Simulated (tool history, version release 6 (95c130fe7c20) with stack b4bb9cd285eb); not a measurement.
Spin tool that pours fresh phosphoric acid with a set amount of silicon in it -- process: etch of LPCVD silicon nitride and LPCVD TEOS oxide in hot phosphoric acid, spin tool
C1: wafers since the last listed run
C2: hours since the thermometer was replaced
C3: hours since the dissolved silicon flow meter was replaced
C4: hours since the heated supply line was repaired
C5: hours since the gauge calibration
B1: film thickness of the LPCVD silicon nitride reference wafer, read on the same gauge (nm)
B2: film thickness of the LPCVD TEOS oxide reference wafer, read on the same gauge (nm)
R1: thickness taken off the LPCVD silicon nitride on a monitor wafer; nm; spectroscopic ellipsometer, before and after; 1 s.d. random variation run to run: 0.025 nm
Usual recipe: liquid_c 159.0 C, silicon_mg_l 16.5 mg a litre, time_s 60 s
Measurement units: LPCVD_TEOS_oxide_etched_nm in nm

Run 1, hour 0.0: usual settings but time_s 35 s; C1 0; C2 2421.9; C3 1758.6; C4 3240.9; C5 223.8; B1 109.992; B2 39.984. Result: R1 3.174 nm, LPCVD_TEOS_oxide_etched_nm 0.117 nm.
Run 2, hour 9.0: usual settings but time_s 35 s; C1 108; C2 2430.9; C3 1767.6; C4 3249.9; C5 232.8; B1 110.009; B2 40.003. Result: R1 3.151 nm, LPCVD_TEOS_oxide_etched_nm 0.153 nm.
Run 3, hour 20.8: usual settings but time_s 40 s; C1 142; C2 2442.7; C3 1779.4; C4 3261.7; C5 244.6; B1 110.011; B2 40.003. Result: R1 3.629 nm, LPCVD_TEOS_oxide_etched_nm 0.162 nm.
At hour 28.3: gauge calibrated.
Run 4, hour 37.2: usual settings but time_s 40 s; C1 198; C2 2459.1; C3 1795.8; C4 3278.1; C5 8.9; B1 109.967; B2 39.977. Result: R1 3.643 nm, LPCVD_TEOS_oxide_etched_nm 0.163 nm.
Run 5, hour 53.5: usual settings; C1 197; C2 2475.4; C3 1812.1; C4 3294.4; C5 25.2; B1 109.963; B2 39.991. Result: R1 5.398 nm, LPCVD_TEOS_oxide_etched_nm 0.232 nm.
Run 6, hour 62.5: usual settings; C1 108; C2 2484.4; C3 1821.1; C4 3303.4; C5 34.2; B1 109.994; B2 40.001. Result: R1 5.416 nm, LPCVD_TEOS_oxide_etched_nm 0.297 nm.
At hour 65.4: thermometer replaced.
Run 7, hour 73.7: usual settings; C1 123; C2 8.3; C3 1832.3; C4 3314.6; C5 45.4; B1 110.005; B2 40.018. Result: R1 5.438 nm, LPCVD_TEOS_oxide_etched_nm 0.251 nm.
Run 8, hour 83.0: usual settings; C1 112; C2 17.6; C3 1841.6; C4 3323.9; C5 54.7; B1 109.992; B2 40.007. Result: R1 5.409 nm, LPCVD_TEOS_oxide_etched_nm 0.281 nm.
Run 9, hour 93.5: usual settings but time_s 35 s; C1 127; C2 28.1; C3 1852.1; C4 3334.4; C5 65.2; B1 110.002; B2 40.001. Result: R1 3.142 nm, LPCVD_TEOS_oxide_etched_nm 0.141 nm.
At hour 108.2: dissolved silicon flow meter replaced.
Run 10, hour 109.7: usual settings but liquid_c 157.5 C, silicon_mg_l 29.0 mg a litre, time_s 40 s; C1 184; C2 44.3; C3 1.5; C4 3350.6; C5 81.4; B1 109.982; B2 40.011. Result: R1 3.435 nm, LPCVD_TEOS_oxide_etched_nm 0.110 nm.
Run 11, hour 123.6: usual settings but liquid_c 161.0 C, silicon_mg_l 11.0 mg a litre, time_s 25 s; C1 168; C2 58.2; C3 15.4; C4 3364.5; C5 95.3; B1 109.993; B2 39.998. Result: R1 2.418 nm, LPCVD_TEOS_oxide_etched_nm 0.152 nm.
Run 12, hour 137.6: usual settings but liquid_c 161.5 C, silicon_mg_l 26.0 mg a litre, time_s 40 s; C1 169; C2 72.2; C3 29.4; C4 3378.5; C5 109.3; B1 110.030; B2 39.975. Result: R1 3.932 nm, LPCVD_TEOS_oxide_etched_nm 0.132 nm.
At hour 138.6: heated supply line repaired.
Run 13, hour 144.5: usual settings but liquid_c 161.5 C; C1 71; C2 79.1; C3 36.3; C4 5.9; C5 116.2; B1 110.019; B2 40.008. Result: R1 5.901 nm, LPCVD_TEOS_oxide_etched_nm 0.298 nm.
Run 14, hour 153.0: usual settings but liquid_c 157.5 C, silicon_mg_l 26.0 mg a litre, time_s 85 s; C1 102; C2 87.6; C3 44.8; C4 14.4; C5 124.7; B1 109.987; B2 40.011. Result: R1 7.336 nm, LPCVD_TEOS_oxide_etched_nm 0.228 nm.
Run 15, hour 160.1: usual settings but silicon_mg_l 20.5 mg a litre; C1 85; C2 94.7; C3 51.9; C4 21.5; C5 131.8; B1 109.993; B2 40.006. Result: R1 5.389 nm, LPCVD_TEOS_oxide_etched_nm 0.243 nm.
Run 16, hour 168.7: usual settings but time_s 50 s; C1 104; C2 103.3; C3 60.5; C4 30.1; C5 140.4; B1 110.008; B2 40.011. Result: R1 4.477 nm, LPCVD_TEOS_oxide_etched_nm 0.211 nm.
Run 17, hour 184.1: usual settings but liquid_c 161.5 C; C1 186; C2 118.7; C3 75.9; C4 45.5; C5 155.8; B1 109.983; B2 40.009. Result: R1 5.898 nm, LPCVD_TEOS_oxide_etched_nm 0.300 nm.
Run 18, hour 190.6: usual settings but liquid_c 160.5 C, silicon_mg_l 24.5 mg a litre, time_s 40 s; C1 78; C2 125.2; C3 82.4; C4 52.0; C5 162.3; B1 109.999; B2 39.994. Result: R1 3.813 nm, LPCVD_TEOS_oxide_etched_nm 0.149 nm.
Run 19, hour 198.9: usual settings but time_s 75 s; C1 100; C2 133.5; C3 90.7; C4 60.3; C5 170.6; B1 110.032; B2 39.989. Result: R1 6.815 nm, LPCVD_TEOS_oxide_etched_nm 0.304 nm.
Run 20, hour 210.4: usual settings but liquid_c 160.5 C, silicon_mg_l 24.5 mg a litre, time_s 40 s; C1 139; C2 145.0; C3 102.2; C4 71.8; C5 182.1; B1 109.992; B2 40.019. Result: R1 3.799 nm, LPCVD_TEOS_oxide_etched_nm 0.158 nm.
Run 21, hour 222.1: usual settings but liquid_c 157.5 C, silicon_mg_l 29.0 mg a litre, time_s 40 s; C1 141; C2 156.7; C3 113.9; C4 83.5; C5 193.8; B1 110.011; B2 40.022. Result: R1 3.434 nm, LPCVD_TEOS_oxide_etched_nm 0.102 nm.

Branching from run 21: 5 alternative next runs. What would each branch give?
Run A, hour 222.5: usual settings; C1 4; C2 157.1; C3 114.3; C4 83.9; C5 194.2; B1 ?; B2 ?. Result: R1 ?, LPCVD_TEOS_oxide_etched_nm ?.
Run B, hour 222.5: usual settings but liquid_c 160.5 C, silicon_mg_l 25.5 mg a litre; C1 4; C2 157.1; C3 114.3; C4 83.9; C5 194.2; B1 ?; B2 ?. Result: R1 ?, LPCVD_TEOS_oxide_etched_nm ?.
Run C, hour 222.5: usual settings but silicon_mg_l 25.5 mg a litre; C1 4; C2 157.1; C3 114.3; C4 83.9; C5 194.2; B1 ?; B2 ?. Result: R1 ?, LPCVD_TEOS_oxide_etched_nm ?.
Run D, hour 222.5: usual settings but silicon_mg_l 10.0 mg a litre; C1 4; C2 157.1; C3 114.3; C4 83.9; C5 194.2; B1 ?; B2 ?. Result: R1 ?, LPCVD_TEOS_oxide_etched_nm ?.
Run E, hour 222.5: usual settings but silicon_mg_l 20.0 mg a litre, time_s 25 s; C1 4; C2 157.1; C3 114.3; C4 83.9; C5 194.2; B1 ?; B2 ?. Result: R1 ?, LPCVD_TEOS_oxide_etched_nm ?.

run       B1      B2     R1  LPCVD_TEOS_oxide_etched_nm
  A  110.001  40.012  5.444                       0.300
  B  110.001  40.012  5.725                       0.257
  C  110.001  40.012  5.444                       0.230
  D  110.001  40.012  5.444                       0.350
  E  110.001  40.012  2.268                       0.114
What these runs would have given with no unlogged condition in the tool:
run     R1  LPCVD_TEOS_oxide_etched_nm
  A  5.444                       0.300
  B  5.725                       0.257
  C  5.444                       0.230
  D  5.444                       0.350
  E  2.268                       0.114

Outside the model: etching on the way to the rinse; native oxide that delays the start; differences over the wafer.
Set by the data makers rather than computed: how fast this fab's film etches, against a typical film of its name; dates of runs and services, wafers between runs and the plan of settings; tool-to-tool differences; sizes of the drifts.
